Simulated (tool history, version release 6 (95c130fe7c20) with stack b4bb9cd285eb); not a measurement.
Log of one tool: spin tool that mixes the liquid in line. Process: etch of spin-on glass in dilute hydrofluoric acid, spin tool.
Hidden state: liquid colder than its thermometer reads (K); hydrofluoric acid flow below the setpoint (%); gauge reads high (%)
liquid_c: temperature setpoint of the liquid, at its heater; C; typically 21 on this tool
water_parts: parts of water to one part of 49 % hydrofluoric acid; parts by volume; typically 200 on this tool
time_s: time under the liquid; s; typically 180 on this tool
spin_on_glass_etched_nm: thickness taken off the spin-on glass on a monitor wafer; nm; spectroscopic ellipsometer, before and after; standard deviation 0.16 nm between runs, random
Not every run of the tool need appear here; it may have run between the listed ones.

| run | hour | liquid_c | water_parts | time_s | wafers since the last listed run | hours since the thermometer was replaced | hours since the hydrofluoric acid flow meter was replaced | hours since the gauge calibration | read-back film thickness of the spin-on glass reference wafer, read on the same gauge (nm) | spin_on_glass_etched_nm |
|---|---|---|---|---|---|---|---|---|---|---|
| 1 | 0 | 21 | 200 | 180 | 0 | 391.6 | 758 | 822.9 | 79.99 | 25.79 |
|  | 54.5 | hydrofluoric acid flow meter replaced |
| 2 | 76.1 | 21 | 200 | 180 | 772 | 467.7 | 21.6 | 899 | 80.01 | 26.61 |
| 3 | 155.7 | 21 | 200 | 180 | 818 | 547.3 | 101.2 | 978.6 | 80.05 | 26.19 |
| 4 | 207.9 | 21 | 200 | 180 | 536 | 599.5 | 153.4 | 1030.8 | 79.98 | 26.3 |
| 5 | 289.1 | 21 | 200 | 180 | 834 | 680.7 | 234.6 | 1112 | 80.01 | 26.02 |
| 6 | 336 | 21 | 200 | 180 | 482 | 727.6 | 281.5 | 1158.9 | 80.01 | 26.4 |
| 7 | 403.9 | 21 | 200 | 180 | 698 | 795.5 | 349.4 | 1226.8 | 79.97 | 26.5 |
| 8 | 461 | 21 | 200 | 180 | 587 | 852.6 | 406.5 | 1283.9 | 79.97 | 25.97 |
| 9 | 535.4 | 21 | 200 | 180 | 764 | 927 | 480.9 | 1358.3 | 79.98 | 26.16 |
| 10 | 623.3 | 21 | 200 | 180 | 903 | 1014.9 | 568.8 | 1446.2 | 80.01 | 25.88 |
| 11 | 715.8 | 18.5 | 200 | 180 | 951 | 1107.4 | 661.3 | 1538.7 | 80 | 23.49 |
| 12 | 772.6 | 18.5 | 200 | 180 | 584 | 1164.2 | 718.1 | 1595.5 | 80 | 23.64 |
| 13 | 864.7 | 18.5 | 200 | 180 | 946 | 1256.3 | 810.2 | 1687.6 | 79.99 | 23.27 |
| 14 | 935.5 | 21 | 230 | 180 | 727 | 1327.1 | 881 | 1758.4 | 79.99 | 21.7 |
|  | 975.2 | hydrofluoric acid flow meter replaced |
| 15 | 1006.1 | 21 | 230 | 180 | 715 | 1397.7 | 30.9 | 1829 | 80 | 22.41 |
|  | 1047 | thermometer replaced |
| 16 | 1088.5 | 21 | 200 | 180 | 836 | 41.5 | 113.3 | 1911.4 | 80.01 | 26.27 |
| 17 | 1164.1 | 21 | 200 | 180 | 777 | 117.1 | 188.9 | 1987 | 79.98 | 26.24 |
| 18 | 1270.8 | 23 | 235 | 180 | 1097 | 223.8 | 295.6 | 2093.7 | 79.99 | 23.15 |
| 19 | 1342 | 21 | 200 | 180 | 732 | 295 | 366.8 | 2164.9 | 80.03 | 25.85 |
| 20 | 1379.7 | 21 | 125 | 90 | 387 | 332.7 | 404.5 | 2202.6 | 80 | 22.48 |
| 21 | 1452.7 | 23.5 | 125 | 80 | 750 | 405.7 | 477.5 | 2275.6 | 79.98 | 22.15 |
|  | 1716.9 | hydrofluoric acid flow meter replaced |
| 22 | 1761.7 | 21 | 270 | 130 | 3166 | 714.7 | 44.8 | 2584.6 | 79.99 | 13.37 |
| 23 | 1822.6 | 21 | 200 | 110 | 626 | 775.6 | 105.7 | 2645.5 | 79.96 | 16.18 |
| 24 | 1897 | 26 | 200 | 85 | 764 | 850 | 180.1 | 2719.9 | 80.03 | 15.08 |
| 25 | 1949.7 | 25.5 | 200 | 180 | 541 | 902.7 | 232.8 | 2772.6 | 80.01 | 31.12 |
|  | 1979.5 | gauge calibrated |
| 26 | 1999 | 23 | 160 | 80 | 506 | 952 | 282.1 | 19.5 | 80.03 | 16.3 |
| 27 | 2044.5 | 21 | 200 | 90 | 467 | 997.5 | 327.6 | 65 | 80.03 | 12.88 |
| 28 | 2107.1 | 21 | 260 | 270 | 643 | 1060.1 | 390.2 | 127.6 | 80.01 | 28.51 |
| 29 | 2211.5 | 17.5 | 240 | 215 | 1073 | 1164.5 | 494.6 | 232 | 79.99 | 21.63 |
| 30 | 2293.7 | 21 | 200 | 180 | 845 | 1246.7 | 576.8 | 314.2 | 79.98 | 26.19 |
| 31 | 2350.6 | 21 | 200 | 180 | 585 | 1303.6 | 633.7 | 371.1 | 80.01 | 26.25 |
| 32 | 2396 | 17 | 145 | 130 | 466 | 1349 | 679.1 | 416.5 | 80 | 23.15 |
| 33 | 2434.6 | 21 | 110 | 90 | 396 | 1387.6 | 717.7 | 455.1 | 80 | 25.65 |
|  | 2516.3 | hydrofluoric acid flow meter replaced |
| 34 | 2522.7 | 24.5 | 120 | 225 | 895 | 1475.7 | 6.4 | 543.2 | 79.99 | 68.8 |

Alternative continuations, all from the tool just after run 34; predict every row:
| A | 2523.2 | 21 | 160 | 180 | 5 | 1476.2 | 6.9 | 543.7 | ? | ? |
| B | 2523.2 | 22.5 | 200 | 180 | 5 | 1476.2 | 6.9 | 543.7 | ? | ? |
| C | 2523.2 | 19 | 200 | 220 | 5 | 1476.2 | 6.9 | 543.7 | ? | ? |

| run | read-back film thickness of the spin-on glass reference wafer, read on the same gauge (nm) | spin_on_glass_etched_nm |
|---|---|---|
| A | 80.01 | 34.14 |
| B | 80.01 | 27.74 |
| C | 80.01 | 29.65 |
Without the tool's unlogged condition, the same runs would have read:
| run | spin_on_glass_etched_nm |
|---|---|
| A | 34.19 |
| B | 27.79 |
| C | 29.7 |
